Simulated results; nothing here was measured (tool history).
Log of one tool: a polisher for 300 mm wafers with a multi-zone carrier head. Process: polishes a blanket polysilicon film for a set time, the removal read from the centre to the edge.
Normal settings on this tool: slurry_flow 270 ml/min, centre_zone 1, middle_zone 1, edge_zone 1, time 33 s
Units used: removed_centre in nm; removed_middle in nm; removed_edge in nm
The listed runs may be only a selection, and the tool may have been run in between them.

| run | hour | slurry_flow | centre_zone | middle_zone | edge_zone | time | wafers since the last listed run | wafers polished on this pad | hours since the slurry nozzle was cleaned | hours since the centre zone pressure was calibrated | hours since the edge zone pressure was calibrated | hours since the carrier head's membrane was replaced | incoming thickness of the incoming film, nm | removed_centre | removed_middle | removed_edge |
|---|---|---|---|---|---|---|---|---|---|---|---|---|---|---|---|---|
| 1 | 0 | 270 | 1 | 1 | 1 | 33 | 0 | 1282 | 219.2 | 722.4 | 892.4 | 1487.6 | 1211.1 | 482.1 | 470.8 | 496.6 |
| 2 | 34.6 | 270 | 1 | 1 | 1 | 33 | 420 | 1703 | 253.8 | 757 | 927 | 1522.2 | 1215.5 | 484.1 | 473.6 | 487.8 |
| 3 | 57.2 | 270 | 1 | 1.02 | 1 | 33 | 274 | 1978 | 276.4 | 779.6 | 949.6 | 1544.8 | 1183.9 | 478.7 | 482.3 | 488.9 |
| 4 | 73.7 | 270 | 1 | 1 | 1 | 33 | 200 | 2178 | 292.9 | 796.1 | 966.1 | 1561.3 | 1187.9 | 479.6 | 463.7 | 476.6 |
|  | 80.2 | worn pad replaced by a new one |
| 5 | 109 | 270 | 1 | 1 | 1 | 33 | 380 | 350 | 328.2 | 831.4 | 1001.4 | 1596.6 | 1184.6 | 494.2 | 479 | 496.3 |
| 6 | 135.4 | 225 | 1.11 | 1 | 1 | 43 | 320 | 670 | 354.6 | 857.8 | 1027.8 | 1623 | 1189.5 | 694.8 | 604 | 628.7 |
|  | 143.3 | edge zone pressure recalibrated |
| 7 | 170.6 | 340 | 1.03 | 1.06 | 1 | 33 | 403 | 1074 | 389.8 | 893 | 27.3 | 1658.2 | 1192.6 | 511.3 | 509 | 491.4 |
| 8 | 249.7 | 270 | 0.9 | 0.97 | 1 | 33 | 961 | 2035 | 468.9 | 972.1 | 106.4 | 1737.3 | 1215.8 | 427.4 | 447.2 | 480.4 |
|  | 268.5 | worn pad replaced by a new one |
| 9 | 280.1 | 270 | 1 | 1 | 1 | 33 | 320 | 141 | 499.3 | 1002.5 | 136.8 | 1767.7 | 1195 | 491.3 | 483.2 | 506.6 |
|  | 293.8 | centre zone pressure recalibrated |
| 10 | 301.8 | 240 | 1 | 1 | 1.06 | 22 | 239 | 380 | 521 | 8 | 158.5 | 1789.4 | 1194 | 325.2 | 325.3 | 345.7 |
| 11 | 330.7 | 305 | 1 | 1 | 1 | 33 | 351 | 732 | 549.9 | 36.9 | 187.4 | 1818.3 | 1203.6 | 491.4 | 484.7 | 500.6 |
| 12 | 366.6 | 200 | 1 | 1 | 1 | 33 | 436 | 1168 | 585.8 | 72.8 | 223.3 | 1854.2 | 1190.9 | 470.1 | 453.1 | 482.4 |
|  | 377.4 | carrier head's membrane replaced by a new one, of another model than before |
| 13 | 380.1 | 270 | 1.06 | 1.04 | 1 | 33 | 103 | 1271 | 599.3 | 86.3 | 236.8 | 2.7 | 1205.8 | 513.9 | 482.6 | 488.4 |
| 14 | 398.7 | 270 | 1 | 1 | 1 | 33 | 226 | 1497 | 617.9 | 104.9 | 255.4 | 21.3 | 1204.8 | 477.4 | 480 | 490.2 |
| 15 | 413.1 | 270 | 0.96 | 0.91 | 0.94 | 33 | 175 | 1672 | 632.3 | 119.3 | 269.8 | 35.7 | 1184.8 | 453 | 435.6 | 466 |
|  | 471.2 | slurry nozzle cleaned |
|  | 499 | worn pad replaced by a new one |
| 16 | 519.8 | 270 | 1 | 1 | 1 | 33 | 1235 | 252 | 48.6 | 226 | 376.5 | 142.4 | 1216.1 | 491.8 | 488 | 506.5 |
| 17 | 548 | 270 | 0.95 | 1 | 1 | 33 | 342 | 595 | 76.8 | 254.2 | 404.7 | 170.6 | 1192.1 | 455.6 | 483 | 503.7 |
| 18 | 564.9 | 270 | 1 | 1 | 1 | 33 | 205 | 800 | 93.7 | 271.1 | 421.6 | 187.5 | 1225.5 | 494.2 | 480.8 | 502.6 |
| 19 | 609.2 | 270 | 1 | 0.93 | 1 | 42 | 538 | 1338 | 138 | 315.4 | 465.9 | 231.8 | 1188.9 | 615.8 | 581.1 | 612.6 |
| 20 | 623.1 | 240 | 0.96 | 1 | 1 | 33 | 168 | 1507 | 151.9 | 329.3 | 479.8 | 245.7 | 1201.3 | 453.7 | 464.5 | 484.9 |
| 21 | 657.7 | 270 | 1.07 | 0.92 | 1 | 33 | 420 | 1928 | 186.5 | 363.9 | 514.4 | 280.3 | 1177.8 | 519.2 | 442.4 | 481.9 |
| 22 | 684.4 | 235 | 1.04 | 0.91 | 1 | 28 | 324 | 2252 | 213.2 | 390.6 | 541.1 | 307 | 1200.1 | 421 | 369.2 | 410.3 |
| 23 | 702.9 | 355 | 1 | 1 | 1 | 22 | 224 | 2477 | 231.7 | 409.1 | 559.6 | 325.5 | 1219 | 319.3 | 312.2 | 322.6 |

Here are 3 independent what-if runs from the current tool condition. What would each one return?
| A | 703.3 | 330 | 1 | 1 | 1 | 33 | 4 | 2482 | 232.1 | 409.5 | 560 | 325.9 | 1202.3 | ? | ? | ? |
| B | 703.3 | 270 | 1 | 1.09 | 1 | 27 | 4 | 2482 | 232.1 | 409.5 | 560 | 325.9 | 1202.3 | ? | ? | ? |
| C | 703.3 | 270 | 1 | 1 | 1.05 | 33 | 4 | 2482 | 232.1 | 409.5 | 560 | 325.9 | 1202.3 | ? | ? | ? |

| run | removed_centre | removed_middle | removed_edge |
|---|---|---|---|
| A | 479.7 | 459.6 | 486.7 |
| B | 386.2 | 390.4 | 393.3 |
| C | 471.8 | 452.6 | 498.4 |
What these runs would have given with no unlogged condition in the tool:
| run | removed_centre | removed_middle | removed_edge |
|---|---|---|---|
| A | 503.8 | 482.6 | 511.1 |
| B | 405.6 | 410 | 413 |
| C | 495.5 | 475.4 | 523.4 |
